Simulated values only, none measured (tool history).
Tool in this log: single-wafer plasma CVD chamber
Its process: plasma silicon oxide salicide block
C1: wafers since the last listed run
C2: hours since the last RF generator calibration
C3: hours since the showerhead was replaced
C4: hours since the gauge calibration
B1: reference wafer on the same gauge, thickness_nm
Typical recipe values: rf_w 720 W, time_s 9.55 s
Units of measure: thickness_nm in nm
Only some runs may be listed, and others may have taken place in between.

run 1 day=0 | rf_w=720 time_s=9.55 | C1=0 C2=960.2 C3=5962.5 C4=445.3 | B1=111.984 | thickness_nm=101.013
run 2 day=1.138 | rf_w=720 time_s=9.55 | C1=571 C2=987.5 C3=5989.8 C4=472.6 | B1=112.047 | thickness_nm=100.545
run 3 day=2.267 | rf_w=720 time_s=9.55 | C1=567 C2=1014.6 C3=6016.9 C4=499.7 | B1=111.91 | thickness_nm=101.186
run 4 day=3.45 | rf_w=720 time_s=9.55 | C1=594 C2=1043 C3=6045.3 C4=528.1 | B1=111.975 | thickness_nm=100.39
run 5 day=3.954 | rf_w=720 time_s=9.55 | C1=253 C2=1055.1 C3=6057.4 C4=540.2 | B1=112.127 | thickness_nm=100.277
run 6 day=5.358 | rf_w=760 time_s=10.68 | C1=705 C2=1088.8 C3=6091.1 C4=573.9 | B1=111.914 | thickness_nm=114.552
run 7 day=6.621 | rf_w=760 time_s=10.68 | C1=634 C2=1119.1 C3=6121.4 C4=604.2 | B1=111.962 | thickness_nm=114.225
run 8 day=7.833 | rf_w=720 time_s=9.55 | C1=608 C2=1148.2 C3=6150.5 C4=633.3 | B1=111.927 | thickness_nm=100.104
run 9 day=8.342 | rf_w=720 time_s=9.55 | C1=255 C2=1160.4 C3=6162.7 C4=645.5 | B1=111.897 | thickness_nm=100.155
run 10 day=9.579 | rf_w=720 time_s=9.55 | C1=621 C2=1190.1 C3=6192.4 C4=675.2 | B1=112.017 | thickness_nm=99.994
run 11 day=10.592 | rf_w=720 time_s=9.55 | C1=508 C2=1214.4 C3=6216.7 C4=699.5 | B1=111.943 | thickness_nm=100.177
run 12 day=12.088 | rf_w=610 time_s=8.68 | C1=751 C2=1250.3 C3=6252.6 C4=735.4 | B1=112.002 | thickness_nm=85.94
run 13 day=13.388 | rf_w=610 time_s=8.68 | C1=652 C2=1281.5 C3=6283.8 C4=766.6 | B1=112.013 | thickness_nm=85.967
run 14 day=14.167 | rf_w=720 time_s=9.55 | C1=391 C2=1300.2 C3=6302.5 C4=785.3 | B1=112.011 | thickness_nm=100.002
run 15 day=15.583 | rf_w=720 time_s=9.55 | C1=711 C2=1334.2 C3=6336.5 C4=819.3 | B1=111.943 | thickness_nm=99.614
-- day=16.958 gauge calibrated
run 16 day=16.988 | rf_w=720 time_s=9.55 | C1=705 C2=1367.9 C3=6370.2 C4=0.7 | B1=111.939 | thickness_nm=99.214
run 17 day=17.567 | rf_w=775 time_s=9.55 | C1=290 C2=1381.8 C3=6384.1 C4=14.6 | B1=112.007 | thickness_nm=101.364
run 18 day=18.125 | rf_w=775 time_s=9.55 | C1=280 C2=1395.2 C3=6397.5 C4=28 | B1=111.975 | thickness_nm=101.934
run 19 day=18.662 | rf_w=775 time_s=9.55 | C1=269 C2=1408.1 C3=6410.4 C4=40.9 | B1=112.043 | thickness_nm=101.234
-- day=19.496 RF generator calibrated
run 20 day=19.517 | rf_w=805 time_s=11.14 | C1=261 C2=0.5 C3=6430.9 C4=61.4 | B1=112.011 | thickness_nm=123.845
run 21 day=20.35 | rf_w=610 time_s=8.68 | C1=418 C2=20.5 C3=6450.9 C4=81.4 | B1=112.071 | thickness_nm=88.086
run 22 day=21.696 | rf_w=795 time_s=10.15 | C1=675 C2=52.8 C3=6483.2 C4=113.7 | B1=111.925 | thickness_nm=112.189
-- day=22.488 showerhead replaced
run 23 day=23.083 | rf_w=640 time_s=11.12 | C1=529 C2=86.1 C3=14.3 C4=147 | B1=112.022 | thickness_nm=114.568
run 24 day=24.388 | rf_w=720 time_s=9.55 | C1=655 C2=117.4 C3=45.6 C4=178.3 | B1=112.009 | thickness_nm=102.201
run 25 day=25.342 | rf_w=765 time_s=9.55 | C1=479 C2=140.3 C3=68.5 C4=201.2 | B1=112.036 | thickness_nm=104.232
run 26 day=25.967 | rf_w=785 time_s=9.55 | C1=313 C2=155.3 C3=83.5 C4=216.2 | B1=111.919 | thickness_nm=105.269
run 27 day=26.571 | rf_w=615 time_s=9.01 | C1=303 C2=169.8 C3=98 C4=230.7 | B1=111.99 | thickness_nm=91.11
run 28 day=27.554 | rf_w=650 time_s=8.51 | C1=493 C2=193.4 C3=121.6 C4=254.3 | B1=111.921 | thickness_nm=88.147
run 29 day=28.188 | rf_w=720 time_s=9.55 | C1=318 C2=208.6 C3=136.8 C4=269.5 | B1=112.036 | thickness_nm=102.421
run 30 day=28.7 | rf_w=720 time_s=9.55 | C1=257 C2=220.9 C3=149.1 C4=281.8 | B1=112.024 | thickness_nm=102.362
run 31 day=30.117 | rf_w=720 time_s=9.55 | C1=711 C2=254.9 C3=183.1 C4=315.8 | B1=111.96 | thickness_nm=101.837
run 32 day=30.962 | rf_w=835 time_s=8.35 | C1=424 C2=275.2 C3=203.4 C4=336.1 | B1=112.06 | thickness_nm=93.845
run 33 day=32.012 | rf_w=655 time_s=8.55 | C1=527 C2=300.4 C3=228.6 C4=361.3 | B1=112.11 | thickness_nm=88.725
run 34 day=32.583 | rf_w=770 time_s=9.55 | C1=286 C2=314.1 C3=242.3 C4=375 | B1=112.067 | thickness_nm=104.523
run 35 day=33.9 | rf_w=720 time_s=8.99 | C1=661 C2=345.7 C3=273.9 C4=406.6 | B1=112.101 | thickness_nm=96.144
run 36 day=35.008 | rf_w=720 time_s=9.55 | C1=556 C2=372.3 C3=300.5 C4=433.2 | B1=112.06 | thickness_nm=101.731
run 37 day=36.062 | rf_w=720 time_s=9.55 | C1=529 C2=397.6 C3=325.8 C4=458.5 | B1=112.063 | thickness_nm=101.961
run 38 day=36.708 | rf_w=720 time_s=7.98 | C1=324 C2=413.1 C3=341.3 C4=474 | B1=111.98 | thickness_nm=85.62
run 39 day=38.142 | rf_w=665 time_s=9.55 | C1=719 C2=447.5 C3=375.7 C4=508.4 | B1=111.977 | thickness_nm=99.355

Hidden state at the last listed run before each entry between runs and at the first one after, where it differs:
Logged between run 15 and run 16: gauge calibrated (day 16.958)
  delivered RF power above the setpoint (%): -8.09 -> -8.49
  the result without the hidden state subtracted from the measured one, thickness_nm: -2.795 -> -2.93 nm
Logged between run 19 and run 20: RF generator calibrated (day 19.496)
  delivered RF power above the setpoint (%): -8.97 -> -0.244
  the result without the hidden state subtracted from the measured one, thickness_nm: -3.172 -> -0.099 nm
Logged between run 22 and run 23: showerhead replaced (day 22.488)
  delivered RF power above the setpoint (%): -0.256 -> -0.276
  the result without the hidden state subtracted from the measured one, thickness_nm: -0.094 -> -0.103 nm
